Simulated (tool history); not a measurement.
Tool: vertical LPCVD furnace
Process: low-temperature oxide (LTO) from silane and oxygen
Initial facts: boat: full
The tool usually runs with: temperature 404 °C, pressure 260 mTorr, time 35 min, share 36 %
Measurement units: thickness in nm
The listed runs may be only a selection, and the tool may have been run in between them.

run,hour,temperature,pressure,time,share,wafers since the last listed run,hours since the last temperature calibration,hours since the pressure gauge was zeroed,hours since the silane flow controller was replaced,hours since the gauge calibration,"read-back reference wafer on the same gauge, thickness",thickness
1,0,404,290,35,36,0,2698.6,379.2,6409.4,2005.3,374.46,426.04
2,252.4,404,260,35,36,2854,2951,631.6,6661.8,2257.7,374.2,383.7
3,550.6,404,260,35,36,3372,3249.2,929.8,6960,2555.9,374.09,387.38
4,658.2,413,245,35,36,1217,3356.8,1037.4,7067.6,2663.5,374.28,403.39
5,734.9,404,260,35,36,867,3433.5,1114.1,7144.3,2740.2,374.05,381.54
# hour 759.4: gauge calibrated
6,813.7,404,260,35,36,891,3512.3,1192.9,7223.1,54.3,374.31,387.98
# hour 847.6: silane flow controller replaced
7,881.7,404,260,35,36,497,3580.3,1260.9,34.1,122.3,373.87,364.92
8,941.2,404,260,35,36,672,3639.8,1320.4,93.6,181.8,374.5,366.45
9,1029.2,404,275,41.5,36,995,3727.8,1408.4,181.6,269.8,373.96,460.32
10,1136.3,404,260,35,36,1211,3834.9,1515.5,288.7,376.9,373.9,363.1
11,1175.8,404,260,35,36,446,3874.4,1555,328.2,416.4,374.18,372.05
12,1279.3,408,260,41.5,36,1170,3977.9,1658.5,431.7,519.9,373.95,457.5
13,1355.6,393,215,35,36,863,4054.2,1734.8,508,596.2,374.02,266.62
14,1443.3,404,260,35,36,991,4141.9,1822.5,595.7,683.9,374.05,370.54
# hour 1471.3: pressure gauge zeroed
15,1494.4,395,260,35,36,306,4193,23.1,646.8,735,373.79,332.64
16,1597.7,404,260,35,36,1168,4296.3,126.4,750.1,838.3,374.18,372.12
17,1694.7,416,240,29.5,33,1097,4393.3,223.4,847.1,935.3,373.98,294.41
18,1734.2,404,195,35,33,446,4432.8,262.9,886.6,974.8,373.79,248.44
19,1812.4,404,260,35,36,884,4511,341.1,964.8,1053,373.96,368.71
# hour 1853.1: thermocouples replaced and temperature profile calibrated
20,1907.7,404,200,35,39,806,54.6,436.4,1060.1,1148.3,373.56,318
21,2010,394,260,41,36,1157,156.9,538.7,1162.4,1250.6,374.16,386.13
22,2077.5,404,260,35,36,763,224.4,606.2,1229.9,1318.1,374.37,368.18

What does the tool deliver on the next run?
23,2125.6,404,260,35,36,544,272.5,654.3,1278,1366.2,?,?

{"run 23": {"read-back reference wafer on the same gauge, thickness": 373.82, "thickness": 371.85}}
With the hidden condition absent and the run-to-run variation left alone, this run would have shown thickness 364.4 nm.

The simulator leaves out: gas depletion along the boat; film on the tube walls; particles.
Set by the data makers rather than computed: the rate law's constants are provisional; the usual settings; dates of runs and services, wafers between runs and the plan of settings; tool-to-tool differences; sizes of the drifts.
